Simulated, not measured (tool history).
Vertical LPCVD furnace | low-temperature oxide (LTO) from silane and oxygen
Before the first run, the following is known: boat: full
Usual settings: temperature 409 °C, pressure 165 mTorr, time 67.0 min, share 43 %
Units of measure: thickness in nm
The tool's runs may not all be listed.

run    hour  temperature  pressure  time  share  read-back reference wafer on the same gauge, thickness  thickness
  1     0.0          409       165  67.0     43                                                  445.08     544.52
  2    33.0          409       165  67.0     43                                                  445.13     542.62
  3    66.8          409       165  60.5     43                                                  445.14     490.71
  4    92.5          409       165  50.5     43                                                  445.52     410.37
  5   130.9          409       165  50.5     43                                                  445.55     410.59
  6   161.1          409       165  67.0     43                                                  445.60     542.66
  7   228.8          409       165  67.0     43                                                  445.89     546.07
  8   267.0          409       165  67.0     43                                                  446.20     546.47
  9   295.7          409       165  67.0     43                                                  446.27     545.33
 10   361.0          416       165  67.0     43                                                  446.63     586.02
      485.6  -- thermocouples replaced and temperature profile calibrated
 11   488.8          409       165  67.0     43                                                  447.47     546.40
 12   543.1          409       195  67.0     43                                                  447.75     647.56
 13   572.2          409       195  67.0     43                                                  448.08     646.05
      607.3  -- silane flow controller replaced
 14   607.8          409       165  67.0     43                                                  448.27     548.11
 15   623.8          402       165  85.5     50                                                  448.41     751.03
      656.7  -- pressure gauge zeroed
 16   660.3          402       165  85.5     50                                                  448.62     750.07
 17   726.5          409       140  93.5     47                                                  448.95     711.59
      820.3  -- gauge calibrated
 18   861.2          409       165  90.0     47                                                  446.06     799.57
 19   914.9          409       165  67.0     43                                                  445.93     545.44
 20   964.4          409       165  67.0     43                                                  445.88     546.98
 21  1030.4          409       165  88.0     43                                                  445.76     716.54
 22  1058.4          409       140  93.5     47                                                  446.10     707.19
 23  1096.1          398       150  67.0     43                                                  445.95     441.45
 24  1155.0          402       165  67.0     36                                                  446.25     408.34
 25  1204.3          409       165  50.5     43                                                  446.14     412.34
 26  1265.4          402       165  67.0     50                                                  446.46     584.54
 27  1293.1          420       150  67.0     48                                                  446.43     615.29
 28  1338.9          397       185  67.0     37                                                  446.70     447.64
 29  1402.1          403       200  49.0     38                                                  446.80     392.93
 30  1437.2          409       165  67.0     43                                                  446.78     548.61

5 ways to go on from here, each from the tool as it stands after run 30. What would each give?
  A  1441.7          409       165  67.0     43                                                       ?          ?
  B  1441.7          409       185  67.0     43                                                       ?          ?
  C  1441.7          399       165  67.0     43                                                       ?          ?
  D  1441.7          409       165  89.0     36                                                       ?          ?
  E  1441.7          409       165  83.5     47                                                       ?          ?

run  read-back reference wafer on the same gauge, thickness  thickness
  A                                                  447.08     545.46
  B                                                  447.08     611.58
  C                                                  447.08     490.58
  D                                                  447.08     587.82
  E                                                  447.08     742.31
Without the tool's unlogged condition, the same runs would have read:
run  thickness
  A     543.08
  B     608.91
  C     488.44
  D     585.25
  E     739.07

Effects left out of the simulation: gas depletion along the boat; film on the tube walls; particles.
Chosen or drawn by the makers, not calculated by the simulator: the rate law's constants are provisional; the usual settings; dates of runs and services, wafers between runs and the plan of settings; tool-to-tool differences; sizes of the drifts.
